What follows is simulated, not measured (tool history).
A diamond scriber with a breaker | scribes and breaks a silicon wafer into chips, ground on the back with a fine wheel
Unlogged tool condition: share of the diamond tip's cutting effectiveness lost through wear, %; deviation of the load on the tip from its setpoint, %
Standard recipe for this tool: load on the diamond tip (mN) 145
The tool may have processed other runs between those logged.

run   hour  load on the diamond tip (mN)  wafers since the last listed run  hours since the diamond tip was replaced  hours since the load on the tip was calibrated  incoming depth of the damage left on the back of the incoming wafer, um  depth of the median crack under the scribed line (um)  chips rejected at inspection after the break (%)
  1      0                           129                                 0                                     138.3                                           765.1                                                                      2.7                                                   7.16                                              7.24
  2   47.7                           129                               128                                       186                                           812.8                                                                     2.04                                                   7.27                                              4.61
  3  106.3                           129                               157                                     244.6                                           871.4                                                                     2.82                                                    7.3                                              7.85
  4  179.1                           145                               196                                     317.4                                           944.2                                                                     2.69                                                   8.11                                              4.44
  5  263.5                           145                               227                                     401.8                                          1028.6                                                                     2.38                                                    8.2                                               3.3
  6  342.9                           145                               214                                     481.2                                            1108                                                                     2.57                                                    8.2                                              4.25
  7  389.9                           176                               126                                     528.2                                            1155                                                                      2.9                                                   9.44                                              7.06
  8  456.8                           121                               180                                     595.1                                          1221.9                                                                     2.92                                                    6.6                                             11.93
     514.8  -- load on the tip recalibrated
  9    540                           116                               218                                     678.3                                            25.2                                                                     2.28                                                   6.18                                             10.49
 10  618.8                           180                               212                                     757.1                                             104                                                                     2.95                                                   9.53                                              6.72
 11  696.6                           186                               209                                     834.9                                           181.8                                                                     2.77                                                  10.62                                              8.63
     715.2  -- diamond tip replaced by a new one
 12  791.7                           129                               251                                      76.5                                           276.9                                                                     2.56                                                   7.19                                              6.83
 13  871.8                           167                               215                                     156.6                                             357                                                                     1.75                                                   9.38                                               3.7
 14  953.3                           171                               219                                     238.1                                           438.5                                                                     1.71                                                   9.48                                              4.11
 15   1030                           145                               206                                     314.8                                           515.2                                                                      2.1                                                   7.99                                               2.6

Alternative continuations, all from the tool just after run 15; predict every row:
  A  1030.6                           145                                 1                                     315.4                                           515.8                                                                     1.65                                                      ?                                                 ?
  B  1030.6                           107                                 1                                     315.4                                           515.8                                                                     1.65                                                      ?                                                 ?
  C  1030.6                           166                                 1                                     315.4                                           515.8                                                                     1.65                                                      ?                                                 ?
  D  1030.6                           164                                 1                                     315.4                                           515.8                                                                     1.65                                                      ?                                                 ?

run  depth of the median crack under the scribed line (um)  chips rejected at inspection after the break (%)
  A                                                   8.27                                              1.79
  B                                                    5.9                                             12.41
  C                                                   9.45                                              3.12
  D                                                   9.34                                              2.88
With the hidden condition removed and each run's random variation left untouched, the same runs would have given:
run  depth of the median crack under the scribed line (um)  chips rejected at inspection after the break (%)
  A                                                   8.27                                              1.79
  B                                                    5.9                                             12.41
  C                                                   9.45                                              3.12
  D                                                   9.34                                              2.88
